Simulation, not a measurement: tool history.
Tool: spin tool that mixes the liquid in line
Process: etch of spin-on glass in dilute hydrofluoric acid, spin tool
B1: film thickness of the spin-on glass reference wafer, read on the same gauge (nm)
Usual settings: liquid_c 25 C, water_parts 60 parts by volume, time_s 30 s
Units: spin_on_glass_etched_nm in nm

{"run": 1, "day": 0.0, "liquid_c": 25, "water_parts": 60, "time_s": 30, "B1": 89.98, "spin_on_glass_etched_nm": 18.41}
{"run": 2, "day": 0.679, "liquid_c": 25, "water_parts": 60, "time_s": 30, "B1": 90.05, "spin_on_glass_etched_nm": 18.45}
{"run": 3, "day": 1.683, "liquid_c": 25, "water_parts": 60, "time_s": 30, "B1": 90.01, "spin_on_glass_etched_nm": 18.38}
{"run": 4, "day": 3.017, "liquid_c": 25, "water_parts": 60, "time_s": 30, "B1": 89.95, "spin_on_glass_etched_nm": 18.55}
{"run": 5, "day": 3.538, "liquid_c": 25, "water_parts": 80, "time_s": 30, "B1": 90.01, "spin_on_glass_etched_nm": 13.5}
{"run": 6, "day": 4.8, "liquid_c": 25, "water_parts": 60, "time_s": 30, "B1": 90, "spin_on_glass_etched_nm": 18.37}
{"run": 7, "day": 5.396, "liquid_c": 25, "water_parts": 60, "time_s": 30, "B1": 90.03, "spin_on_glass_etched_nm": 18.34}
{"day": 6.058, "done": "gauge calibrated"}
{"run": 8, "day": 6.117, "liquid_c": 25, "water_parts": 60, "time_s": 30, "B1": 89.98, "spin_on_glass_etched_nm": 18.43}
{"run": 9, "day": 6.779, "liquid_c": 25, "water_parts": 60, "time_s": 30, "B1": 90, "spin_on_glass_etched_nm": 18.41}
{"run": 10, "day": 8.062, "liquid_c": 25, "water_parts": 60, "time_s": 30, "B1": 89.99, "spin_on_glass_etched_nm": 18.43}
{"day": 8.892, "done": "thermometer replaced"}
{"run": 11, "day": 9.479, "liquid_c": 25, "water_parts": 60, "time_s": 30, "B1": 89.99, "spin_on_glass_etched_nm": 18.44}
{"run": 12, "day": 10.925, "liquid_c": 25, "water_parts": 60, "time_s": 30, "B1": 89.99, "spin_on_glass_etched_nm": 18.5}
{"run": 13, "day": 11.554, "liquid_c": 25, "water_parts": 75, "time_s": 20, "B1": 89.97, "spin_on_glass_etched_nm": 9.65}
{"run": 14, "day": 12.179, "liquid_c": 23, "water_parts": 40, "time_s": 20, "B1": 89.97, "spin_on_glass_etched_nm": 17.45}
{"run": 15, "day": 12.904, "liquid_c": 25, "water_parts": 60, "time_s": 30, "B1": 89.99, "spin_on_glass_etched_nm": 18.43}
{"run": 16, "day": 13.967, "liquid_c": 25, "water_parts": 40, "time_s": 30, "B1": 90, "spin_on_glass_etched_nm": 28.51}
{"run": 17, "day": 14.708, "liquid_c": 28, "water_parts": 60, "time_s": 30, "B1": 90.02, "spin_on_glass_etched_nm": 20.82}
{"run": 18, "day": 16.158, "liquid_c": 27, "water_parts": 75, "time_s": 15, "B1": 90.01, "spin_on_glass_etched_nm": 7.91}
{"day": 17.158, "done": "hydrofluoric acid flow meter replaced"}
{"run": 19, "day": 17.438, "liquid_c": 28, "water_parts": 60, "time_s": 20, "B1": 89.94, "spin_on_glass_etched_nm": 13.81}
{"run": 20, "day": 17.946, "liquid_c": 28, "water_parts": 85, "time_s": 20, "B1": 89.97, "spin_on_glass_etched_nm": 9.46}
{"run": 21, "day": 18.583, "liquid_c": 20.5, "water_parts": 30, "time_s": 15, "B1": 90.06, "spin_on_glass_etched_nm": 15.94}
{"run": 22, "day": 21.588, "liquid_c": 25, "water_parts": 60, "time_s": 30, "B1": 89.99, "spin_on_glass_etched_nm": 18.55}
{"run": 23, "day": 22.592, "liquid_c": 25, "water_parts": 60, "time_s": 20, "B1": 89.97, "spin_on_glass_etched_nm": 12.25}
{"run": 24, "day": 23.567, "liquid_c": 25, "water_parts": 45, "time_s": 30, "B1": 90.03, "spin_on_glass_etched_nm": 25.19}
{"run": 25, "day": 24.454, "liquid_c": 20, "water_parts": 40, "time_s": 15, "B1": 90, "spin_on_glass_etched_nm": 11.58}
{"run": 26, "day": 25.088, "liquid_c": 28, "water_parts": 75, "time_s": 25, "B1": 90.02, "spin_on_glass_etched_nm": 13.61}
{"run": 27, "day": 26.412, "liquid_c": 25, "water_parts": 60, "time_s": 30, "B1": 89.97, "spin_on_glass_etched_nm": 18.51}
{"run": 28, "day": 27.462, "liquid_c": 29, "water_parts": 35, "time_s": 20, "B1": 90.02, "spin_on_glass_etched_nm": 25.63}
{"run": 29, "day": 28.588, "liquid_c": 25, "water_parts": 50, "time_s": 35, "B1": 90.04, "spin_on_glass_etched_nm": 26.38}
{"run": 30, "day": 30.133, "liquid_c": 25, "water_parts": 60, "time_s": 30, "B1": 89.98, "spin_on_glass_etched_nm": 18.4}
{"run": 31, "day": 31.371, "liquid_c": 28.5, "water_parts": 70, "time_s": 15, "B1": 90.06, "spin_on_glass_etched_nm": 8.94}
{"run": 32, "day": 31.942, "liquid_c": 25, "water_parts": 70, "time_s": 15, "B1": 89.93, "spin_on_glass_etched_nm": 7.83}
{"run": 33, "day": 32.821, "liquid_c": 25, "water_parts": 45, "time_s": 15, "B1": 89.96, "spin_on_glass_etched_nm": 12.55}

5 ways to go on from here, each from the tool as it stands after run 33. What would each give?
{"run": "A", "day": 32.838, "liquid_c": 25, "water_parts": 60, "time_s": 45, "B1": "?", "spin_on_glass_etched_nm": "?"}
{"run": "B", "day": 32.838, "liquid_c": 29.5, "water_parts": 60, "time_s": 15, "B1": "?", "spin_on_glass_etched_nm": "?"}
{"run": "C", "day": 32.838, "liquid_c": 21.5, "water_parts": 60, "time_s": 20, "B1": "?", "spin_on_glass_etched_nm": "?"}
{"run": "D", "day": 32.838, "liquid_c": 21, "water_parts": 80, "time_s": 15, "B1": "?", "spin_on_glass_etched_nm": "?"}
{"run": "E", "day": 32.838, "liquid_c": 25, "water_parts": 70, "time_s": 30, "B1": "?", "spin_on_glass_etched_nm": "?"}

run=A B1=90.01 spin_on_glass_etched_nm=27.86
run=B B1=90.01 spin_on_glass_etched_nm=11.11
run=C B1=90.01 spin_on_glass_etched_nm=10.73
run=D B1=90.01 spin_on_glass_etched_nm=5.77
run=E B1=90.01 spin_on_glass_etched_nm=15.71
Without the tool's hidden state the same runs would have given:
run=A spin_on_glass_etched_nm=27.86
run=B spin_on_glass_etched_nm=11.11
run=C spin_on_glass_etched_nm=10.73
run=D spin_on_glass_etched_nm=5.77
run=E spin_on_glass_etched_nm=15.71

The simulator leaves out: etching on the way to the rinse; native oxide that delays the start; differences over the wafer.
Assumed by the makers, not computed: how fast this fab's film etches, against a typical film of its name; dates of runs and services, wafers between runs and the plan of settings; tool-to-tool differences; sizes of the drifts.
